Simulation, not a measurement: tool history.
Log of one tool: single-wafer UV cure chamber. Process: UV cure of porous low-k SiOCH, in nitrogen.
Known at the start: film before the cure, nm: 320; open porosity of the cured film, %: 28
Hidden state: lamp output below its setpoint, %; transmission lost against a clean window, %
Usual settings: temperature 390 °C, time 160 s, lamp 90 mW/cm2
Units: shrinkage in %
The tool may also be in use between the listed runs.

run	hour	temperature	time	lamp	wafers since the last listed run	hours since the UV bulbs were replaced	wafers since the quartz window was cleaned	shrinkage
1	0.0	390	135	106	0	2447.2	907	9.572
2	31.8	390	160	90	199	2479.0	1106	9.336
# hour 73.6: quartz window cleaned
3	95.5	390	160	90	349	2542.7	137	9.726
4	120.0	390	160	90	153	2567.2	291	9.456
5	152.9	375	90	90	206	2600.1	497	6.540
6	182.1	390	160	90	183	2629.3	680	9.407
7	212.6	390	160	90	191	2659.8	871	9.262
8	254.6	390	160	90	263	2701.8	1135	8.875
9	316.4	400	160	120	387	2763.6	1522	9.952
# hour 347.6: quartz window cleaned
10	390.7	400	160	120	415	2837.9	270	10.590
11	432.7	395	160	90	263	2879.9	533	9.004
12	486.5	395	160	90	337	2933.7	870	8.650
# hour 501.4: UV bulbs replaced
13	557.2	390	160	61	393	55.8	1264	8.551
# hour 581.8: quartz window cleaned
14	601.8	374	160	90	229	100.4	125	11.186
15	639.2	398	250	90	234	137.8	360	13.675
16	707.4	396	205	123	427	206.0	787	14.033
17	749.8	379	160	55	265	248.4	1053	8.055
18	817.7	375	160	70	425	316.3	1479	8.576
# hour 848.8: quartz window cleaned
19	884.7	407	120	54	369	383.3	225	7.694
20	919.5	390	90	58	218	418.1	443	6.437
21	944.8	377	160	73	158	443.4	602	9.699
22	1071.8	390	160	90	796	570.4	1398	10.148
# hour 1083.3: quartz window cleaned
23	1100.0	390	160	90	126	598.6	105	11.223
24	1156.0	376	110	67	351	654.6	456	7.631
25	1207.5	374	160	70	322	706.1	779	9.615

Forecast each of these 5 alternatives for the next run:
A	1208.0	403	160	90	3	706.6	782	?
B	1208.0	385	160	103	3	706.6	782	?
C	1208.0	396	160	90	3	706.6	782	?
D	1208.0	374	190	90	3	706.6	782	?
E	1208.0	404	160	119	3	706.6	782	?

run	shrinkage
A	11.310
B	11.634
C	11.176
D	11.594
E	12.743
Without the tool's hidden state the same runs would have given:
run	shrinkage
A	11.836
B	12.162
C	11.700
D	12.122
E	13.282
